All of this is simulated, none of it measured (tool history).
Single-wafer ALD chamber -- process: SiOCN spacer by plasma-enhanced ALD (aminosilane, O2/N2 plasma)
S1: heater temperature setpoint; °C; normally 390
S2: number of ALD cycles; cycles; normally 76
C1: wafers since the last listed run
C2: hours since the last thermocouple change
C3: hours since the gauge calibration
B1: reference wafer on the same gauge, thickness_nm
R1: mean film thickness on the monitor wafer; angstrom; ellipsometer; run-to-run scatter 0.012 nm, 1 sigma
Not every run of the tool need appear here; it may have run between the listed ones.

run	hour	S1	S2	C1	C2	C3	B1	R1
1	0	390	80	0	1830.8	164.4	5.483	49.79
2	10.9	390	76	45	1841.7	175.3	5.479	47.25
3	28.7	390	76	73	1859.5	193.1	5.478	47.33
4	44.7	390	76	66	1875.5	209.1	5.481	47.42
5	61.8	394	82	70	1892.6	226.2	5.481	50.99
6	78	380	76	67	1908.8	242.4	5.48	47.32
7	87.2	380	76	38	1918	251.6	5.481	47.63
8	119.7	380	76	134	1950.5	284.1	5.479	47.47
9	132.1	390	70	51	1962.9	296.5	5.48	43.73
# hour 135.2: gauge calibrated
10	149.1	390	82	70	1979.9	13.9	5.48	50.87
11	161.3	390	82	50	1992.1	26.1	5.484	51.21
# hour 175.9: thermocouple changed; heater temperature recalibrated
12	178.5	382	76	38	2.6	43.3	5.48	47.52
13	196.3	390	71	73	20.4	61.1	5.482	44.26
14	213.8	390	71	72	37.9	78.6	5.481	44.14
15	224.7	390	71	45	48.8	89.5	5.479	44.43
16	238.3	390	76	56	62.4	103.1	5.482	47.44
17	253.7	390	76	63	77.8	118.5	5.479	47.36
18	263.8	384	64	41	87.9	128.6	5.48	39.78
19	271.7	390	76	32	95.8	136.5	5.48	47.38
20	282.6	402	70	45	106.7	147.4	5.483	43.48
21	289.8	390	76	29	113.9	154.6	5.482	47.42
22	303.8	397	63	57	127.9	168.6	5.479	39.26
23	319	378	68	62	143.1	183.8	5.482	42.36
24	334.3	390	76	63	158.4	199.1	5.48	47.27
25	340.5	380	76	25	164.6	205.3	5.481	47.19
26	351	400	62	43	175.1	215.8	5.48	38.61
27	361.5	390	88	43	185.6	226.3	5.479	54.68
28	372.9	390	83	47	197	237.7	5.477	51.67
29	382.1	380	70	38	206.2	246.9	5.479	43.7
30	391.1	402	83	37	215.2	255.9	5.481	51.28
31	401.7	399	85	43	225.8	266.5	5.483	52.9
32	416.1	381	72	59	240.2	280.9	5.48	44.8
33	423.3	382	67	29	247.4	288.1	5.477	41.7
34	434.7	385	66	47	258.8	299.5	5.479	41.05

How the hidden state differs across the entries between the runs, from the last listed run before each to the first after it:
Logged between run 9 and run 10: gauge calibrated (hour 135.2)
  the hidden state is the same at both runs
Logged between run 11 and run 12: thermocouple changed; heater temperature recalibrated (hour 175.9)
  the hidden state is the same at both runs
